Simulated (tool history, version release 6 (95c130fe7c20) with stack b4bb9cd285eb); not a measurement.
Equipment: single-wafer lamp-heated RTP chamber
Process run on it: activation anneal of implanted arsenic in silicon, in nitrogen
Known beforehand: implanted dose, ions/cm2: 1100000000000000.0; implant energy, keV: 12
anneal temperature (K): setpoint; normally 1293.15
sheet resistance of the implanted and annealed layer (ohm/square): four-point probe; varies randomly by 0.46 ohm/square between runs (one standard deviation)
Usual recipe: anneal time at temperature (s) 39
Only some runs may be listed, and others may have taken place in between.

| run | hour | anneal temperature (K) | anneal time at temperature (s) | wafers since the last listed run | wafers since the last pyrometer calibration | wafers since the reflector plate was cleaned | hours since the gauge calibration | read-back reference wafer on the same gauge, sheet resistance | sheet resistance of the implanted and annealed layer (ohm/square) |
|---|---|---|---|---|---|---|---|---|---|
| 1 | 0 | 1293.15 | 39 | 0 | 5860 | 1989 | 251.5 | 113.03 | 117.78 |
| 2 | 11.2 | 1299.15 | 29 | 183 | 6044 | 2172 | 262.7 | 112.98 | 121.09 |
| 3 | 24.5 | 1293.15 | 39 | 218 | 6262 | 2390 | 276 | 113.07 | 118.07 |
| 4 | 40.5 | 1293.15 | 39 | 262 | 6524 | 2653 | 292 | 113.16 | 117.43 |
|  | 68.1 | reflector plate cleaned |
| 5 | 83.9 | 1279.15 | 39 | 580 | 7104 | 259 | 335.4 | 113.02 | 123.66 |
| 6 | 99.5 | 1304.15 | 39 | 255 | 7360 | 515 | 351 | 112.96 | 113.74 |
| 7 | 113.3 | 1304.15 | 39 | 226 | 7586 | 741 | 364.8 | 113.02 | 113.14 |
| 8 | 122.7 | 1304.15 | 39 | 154 | 7740 | 895 | 374.2 | 112.91 | 113.59 |
| 9 | 137.2 | 1281.15 | 39 | 237 | 7978 | 1133 | 388.7 | 112.94 | 121.78 |
| 10 | 151.6 | 1281.15 | 39 | 236 | 8214 | 1369 | 403.1 | 112.99 | 122.99 |
| 11 | 168.3 | 1281.15 | 39 | 273 | 8488 | 1642 | 419.8 | 113.09 | 121.67 |
| 12 | 182.8 | 1269.15 | 39 | 237 | 8725 | 1880 | 434.3 | 112.91 | 128.61 |
| 13 | 199.2 | 1269.15 | 39 | 268 | 8994 | 2149 | 450.7 | 113.02 | 128.29 |
|  | 215.7 | pyrometer window cleaned and pyrometer calibrated |
| 14 | 216.2 | 1293.15 | 39 | 147 | 8 | 2297 | 467.7 | 112.98 | 113.71 |
| 15 | 218.9 | 1293.15 | 39 | 44 | 53 | 2341 | 470.4 | 113 | 114.66 |
| 16 | 226.7 | 1293.15 | 39 | 127 | 180 | 2469 | 478.2 | 112.98 | 114.38 |
|  | 235.3 | gauge calibrated |
| 17 | 238.6 | 1293.15 | 39 | 195 | 375 | 2664 | 3.3 | 113.01 | 114.59 |
|  | 252.8 | reflector plate cleaned |
| 18 | 253.3 | 1293.15 | 39 | 109 | 485 | 7 | 18 | 113.06 | 114.1 |
| 19 | 264.3 | 1318.15 | 53 | 180 | 666 | 188 | 29 | 113 | 103.67 |
| 20 | 277.9 | 1273.15 | 22 | 222 | 889 | 410 | 42.6 | 113.03 | 133.64 |
| 21 | 289 | 1270.15 | 20 | 181 | 1071 | 592 | 53.7 | 113.06 | 138.35 |
| 22 | 300.9 | 1266.15 | 46 | 195 | 1266 | 788 | 65.6 | 112.96 | 122.12 |
| 23 | 318.6 | 1313.15 | 22 | 290 | 1556 | 1078 | 83.3 | 113.05 | 116.18 |
| 24 | 324.7 | 1293.15 | 47 | 99 | 1656 | 1178 | 89.4 | 112.96 | 111.46 |
|  | 334.1 | pyrometer window cleaned and pyrometer calibrated, repeated, since the last time left the tool worse |
| 25 | 370.6 | 1282.15 | 24 | 621 | 598 | 1799 | 135.3 | 113.04 | 135.93 |
| 26 | 387.7 | 1266.15 | 24 | 280 | 878 | 2079 | 152.4 | 112.93 | 146.63 |
| 27 | 401.7 | 1293.15 | 39 | 229 | 1108 | 2309 | 166.4 | 112.94 | 120.17 |
| 28 | 418.5 | 1280.15 | 39 | 275 | 1383 | 2584 | 183.2 | 113.17 | 125.99 |
| 29 | 428.8 | 1272.15 | 58 | 168 | 1552 | 2753 | 193.5 | 113 | 122.35 |
|  | 447.1 | reflector plate cleaned |
| 30 | 447.6 | 1270.15 | 39 | 177 | 1729 | 8 | 212.3 | 112.93 | 131.69 |
| 31 | 457.2 | 1276.15 | 30 | 157 | 1887 | 165 | 221.9 | 112.99 | 133.81 |
| 32 | 465.6 | 1267.15 | 24 | 137 | 2024 | 303 | 230.3 | 113.06 | 144.99 |
| 33 | 478.5 | 1293.15 | 39 | 211 | 2236 | 515 | 243.2 | 113.03 | 119.95 |
| 34 | 488.1 | 1266.15 | 24 | 157 | 2393 | 672 | 252.8 | 113 | 146.92 |
| 35 | 500.7 | 1270.15 | 24 | 206 | 2600 | 878 | 265.4 | 112.92 | 143.31 |
| 36 | 512.3 | 1275.15 | 46 | 190 | 2790 | 1069 | 277 | 113.04 | 125.21 |
| 37 | 525.8 | 1274.15 | 18 | 221 | 3011 | 1290 | 290.5 | 112.95 | 146.95 |
| 38 | 550.6 | 1273.15 | 22 | 406 | 3418 | 1696 | 315.3 | 113.04 | 143.63 |

Table of differences, measured result less the result of that run with no hidden state. Run-to-run variation is the same in both. Gauge scatter possibly is not:
Unlogged tool condition in this case: true wafer temperature minus pyrometer reading, K; wafer temperature error from the tarnished reflector plate, K; gauge reads high (%).
| run | sheet resistance of the implanted and annealed layer (ohm/square) |
|---|---|
| 1 | -1.74 |
| 2 | -1.84 |
| 3 | -1.94 |
| 4 | -2.07 |
| 5 | -3.37 |
| 6 | -2.04 |
| 7 | -2.14 |
| 8 | -2.22 |
| 9 | -3.94 |
| 10 | -4.19 |
| 11 | -4.38 |
| 12 | -5.55 |
| 13 | -5.84 |
| 14 | -5.66 |
| 15 | -5.71 |
| 16 | -5.69 |
| 17 | -5.7 |
| 18 | -5.69 |
| 19 | -3.67 |
| 20 | -9.97 |
| 21 | -10.34 |
| 22 | -9.21 |
| 23 | -5.64 |
| 24 | -5.27 |
| 25 | -0.46 |
| 26 | -0.53 |
| 27 | -0.35 |
| 28 | -0.5 |
| 29 | -0.5 |
| 30 | -0.67 |
| 31 | -0.71 |
| 32 | -0.81 |
| 33 | -0.55 |
| 34 | -0.94 |
| 35 | -1 |
| 36 | -0.89 |
| 37 | -1.13 |
| 38 | -1.35 |

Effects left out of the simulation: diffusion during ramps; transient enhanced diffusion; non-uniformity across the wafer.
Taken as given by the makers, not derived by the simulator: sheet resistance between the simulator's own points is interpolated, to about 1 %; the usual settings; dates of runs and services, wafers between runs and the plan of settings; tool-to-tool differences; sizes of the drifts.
